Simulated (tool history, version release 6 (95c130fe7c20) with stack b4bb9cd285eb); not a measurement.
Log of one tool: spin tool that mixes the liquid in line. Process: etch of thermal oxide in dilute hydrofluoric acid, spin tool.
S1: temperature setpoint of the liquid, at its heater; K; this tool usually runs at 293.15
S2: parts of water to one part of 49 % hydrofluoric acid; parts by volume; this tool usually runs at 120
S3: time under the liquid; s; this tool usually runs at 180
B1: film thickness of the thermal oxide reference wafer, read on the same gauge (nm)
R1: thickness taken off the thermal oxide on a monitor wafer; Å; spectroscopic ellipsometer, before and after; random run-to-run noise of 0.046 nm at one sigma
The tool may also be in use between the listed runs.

| run | hour | S1 | S2 | S3 | B1 | R1 |
|---|---|---|---|---|---|---|
| 1 | 0.0 | 293.15 | 120 | 180 | 150.03 | 54.6 |
| 2 | 35.9 | 296.65 | 120 | 180 | 149.98 | 62.4 |
| 3 | 97.9 | 290.15 | 120 | 180 | 150.02 | 47.2 |
| 4 | 132.8 | 290.15 | 120 | 180 | 149.97 | 47.1 |
| 5 | 175.6 | 293.15 | 120 | 95 | 150.00 | 28.6 |
| 6 | 200.9 | 293.15 | 120 | 95 | 149.99 | 28.3 |
| 7 | 248.3 | 293.15 | 120 | 95 | 150.01 | 28.2 |
| 8 | 282.7 | 293.15 | 120 | 180 | 150.02 | 53.8 |
| 9 | 325.1 | 293.15 | 120 | 220 | 150.03 | 64.5 |
| 10 | 393.9 | 293.15 | 120 | 180 | 150.00 | 53.3 |
| 11 | 429.5 | 293.15 | 120 | 180 | 150.01 | 54.0 |
| 12 | 498.0 | 293.15 | 120 | 180 | 150.01 | 53.2 |
| 13 | 556.3 | 293.15 | 120 | 180 | 150.02 | 52.7 |
|  | 600.1 | thermometer replaced |
|  | 703.7 | hydrofluoric acid flow meter replaced |
| 14 | 749.9 | 293.15 | 120 | 180 | 150.01 | 57.6 |
|  | 787.4 | gauge calibrated |
| 15 | 821.5 | 297.15 | 160 | 180 | 150.03 | 47.9 |
| 16 | 848.3 | 290.65 | 170 | 140 | 149.99 | 27.0 |
| 17 | 892.0 | 290.15 | 120 | 220 | 149.99 | 62.2 |
| 18 | 963.3 | 291.65 | 80 | 285 | 150.02 | 133.4 |
| 19 | 1003.7 | 293.15 | 120 | 125 | 150.00 | 39.6 |

The next listed run, before its measurement:
| 20 | 1034.7 | 293.15 | 175 | 180 | ? | ? |

Run 20 yielded B1 149.99, R1 37.2 Å.
Were there no unlogged condition in the tool, this run, its random variation unchanged, would have produced R1 38.2 Å.

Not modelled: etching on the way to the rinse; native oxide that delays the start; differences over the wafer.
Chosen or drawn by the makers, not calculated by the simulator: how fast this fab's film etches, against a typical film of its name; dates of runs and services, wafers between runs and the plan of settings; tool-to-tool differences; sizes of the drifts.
